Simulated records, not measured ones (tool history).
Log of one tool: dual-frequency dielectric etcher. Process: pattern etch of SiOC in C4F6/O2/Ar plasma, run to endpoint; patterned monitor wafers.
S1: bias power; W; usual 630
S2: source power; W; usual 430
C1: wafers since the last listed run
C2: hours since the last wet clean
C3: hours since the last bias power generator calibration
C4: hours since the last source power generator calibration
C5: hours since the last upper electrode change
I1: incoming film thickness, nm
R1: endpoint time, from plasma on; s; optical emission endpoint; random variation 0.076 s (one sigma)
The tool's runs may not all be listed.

| run | hour | S1 | S2 | C1 | C2 | C3 | C4 | C5 | I1 | R1 |
|---|---|---|---|---|---|---|---|---|---|---|
| 1 | 0 | 630 | 430 | 0 | 78.7 | 2880.2 | 3085.8 | 2831.2 | 33.33 | 10.5 |
| 2 | 26.2 | 630 | 430 | 377 | 104.9 | 2906.4 | 3112 | 2857.4 | 33.43 | 10.6 |
| 3 | 65.2 | 534 | 430 | 561 | 143.9 | 2945.4 | 3151 | 2896.4 | 33.05 | 11.5 |
|  | 96.9 | bias power generator calibrated |
| 4 | 97.4 | 534 | 430 | 405 | 176.1 | 0.5 | 3183.2 | 2928.6 | 33.36 | 11.6 |
| 5 | 153.3 | 534 | 430 | 804 | 232 | 56.4 | 3239.1 | 2984.5 | 33.35 | 11.8 |
|  | 207.9 | upper electrode replaced |
| 6 | 245.4 | 630 | 340 | 980 | 324.1 | 148.5 | 3331.2 | 37.5 | 33.24 | 11.2 |
| 7 | 281.9 | 630 | 340 | 525 | 360.6 | 185 | 3367.7 | 74 | 33.28 | 11.4 |
| 8 | 326.4 | 630 | 340 | 640 | 405.1 | 229.5 | 3412.2 | 118.5 | 33.47 | 11.4 |
|  | 372.2 | wet clean of the chamber |
| 9 | 379 | 630 | 430 | 411 | 6.8 | 282.1 | 3464.8 | 171.1 | 33.22 | 10.6 |
| 10 | 407.7 | 562 | 390 | 413 | 35.5 | 310.8 | 3493.5 | 199.8 | 33.28 | 11.4 |
| 11 | 432.9 | 712 | 390 | 362 | 60.7 | 336 | 3518.7 | 225 | 33.4 | 10.2 |
| 12 | 586.9 | 630 | 430 | 2216 | 214.7 | 490 | 3672.7 | 379 | 33.32 | 10.6 |
| 13 | 634.6 | 769 | 390 | 686 | 262.4 | 537.7 | 3720.4 | 426.7 | 32.96 | 9.9 |
|  | 683.7 | source power generator calibrated |
| 14 | 694.5 | 760 | 510 | 804 | 322.3 | 597.6 | 10.8 | 486.6 | 33.31 | 9.7 |
|  | 824 | wet clean of the chamber |
| 15 | 829.9 | 630 | 430 | 1603 | 5.9 | 733 | 146.2 | 622 | 33.33 | 10.6 |
| 16 | 887 | 630 | 430 | 822 | 63 | 790.1 | 203.3 | 679.1 | 33.34 | 10.5 |
| 17 | 918.5 | 630 | 430 | 453 | 94.5 | 821.6 | 234.8 | 710.6 | 33.45 | 10.6 |
| 18 | 974.1 | 532 | 530 | 800 | 150.1 | 877.2 | 290.4 | 766.2 | 33.09 | 11.1 |
| 19 | 1043.1 | 630 | 540 | 993 | 219.1 | 946.2 | 359.4 | 835.2 | 33.15 | 10.2 |
| 20 | 1107.5 | 488 | 350 | 927 | 283.5 | 1010.6 | 423.8 | 899.6 | 33.49 | 13 |
| 21 | 1145.4 | 673 | 530 | 545 | 321.4 | 1048.5 | 461.7 | 937.5 | 33.24 | 10 |
| 22 | 1193.9 | 630 | 430 | 698 | 369.9 | 1097 | 510.2 | 986 | 33.05 | 10.9 |
| 23 | 1219.2 | 630 | 430 | 364 | 395.2 | 1122.3 | 535.5 | 1011.3 | 33.33 | 10.9 |
| 24 | 1260.7 | 566 | 470 | 597 | 436.7 | 1163.8 | 577 | 1052.8 | 33.18 | 11.1 |
|  | 1340.3 | wet clean of the chamber |
| 25 | 1340.8 | 562 | 430 | 807 | 0.5 | 1243.9 | 657.1 | 1132.9 | 33.25 | 11.2 |
| 26 | 1362.8 | 520 | 390 | 316 | 22.5 | 1265.9 | 679.1 | 1154.9 | 33.14 | 11.8 |
| 27 | 1424.1 | 774 | 510 | 882 | 83.8 | 1327.2 | 740.4 | 1216.2 | 33.32 | 9.2 |
| 28 | 1467.8 | 630 | 430 | 629 | 127.5 | 1370.9 | 784.1 | 1259.9 | 33.36 | 10.8 |
| 29 | 1528.7 | 701 | 350 | 876 | 188.4 | 1431.8 | 845 | 1320.8 | 33.39 | 10.6 |
| 30 | 1560.3 | 630 | 430 | 454 | 220 | 1463.4 | 876.6 | 1352.4 | 33.05 | 10.8 |
| 31 | 1586.3 | 700 | 540 | 374 | 246 | 1489.4 | 902.6 | 1378.4 | 33.45 | 9.8 |
| 32 | 1652.6 | 630 | 430 | 954 | 312.3 | 1555.7 | 968.9 | 1444.7 | 33.2 | 11 |
| 33 | 1718.9 | 687 | 540 | 954 | 378.6 | 1622 | 1035.2 | 1511 | 33.39 | 10 |
| 34 | 1784.4 | 566 | 470 | 942 | 444.1 | 1687.5 | 1100.7 | 1576.5 | 33.09 | 11.4 |
| 35 | 1817.4 | 786 | 490 | 475 | 477.1 | 1720.5 | 1133.7 | 1609.5 | 32.92 | 9.5 |

Some steps in R1 between neighbouring runs. How much of each would the tool show without its hidden state too (settings, what came in, random variation), and how much is left for the hidden state, with any gauge scatter that isn't in both results?
The hidden state here: etch rate over this chamber's usual, %; bias power that arrives over what is set, %; source power that arrives over what is set, %.
Run 8 -> 9: S2 340 -> 430, wet clean of the chamber. R1 -0.8 s: hidden state -0.3, all else -0.5.
Run 14 -> 15: S1 760 -> 630, S2 510 -> 430, wet clean of the chamber. R1 +0.9 s: hidden state -0.3, all else +1.2.
Run 19 -> 20: S1 630 -> 488, S2 540 -> 350. R1 +2.8 s: hidden state +0.1, all else +2.7.
Run 20 -> 21: S1 488 -> 673, S2 350 -> 530. R1 -3 s: hidden state +0, all else -3.
Run 24 -> 25: S1 566 -> 562, S2 470 -> 430, wet clean of the chamber. R1 +0.1 s: hidden state -0.4, all else +0.5.
Run 26 -> 27: S1 520 -> 774, S2 390 -> 510. R1 -2.6 s: hidden state +0, all else -2.6.
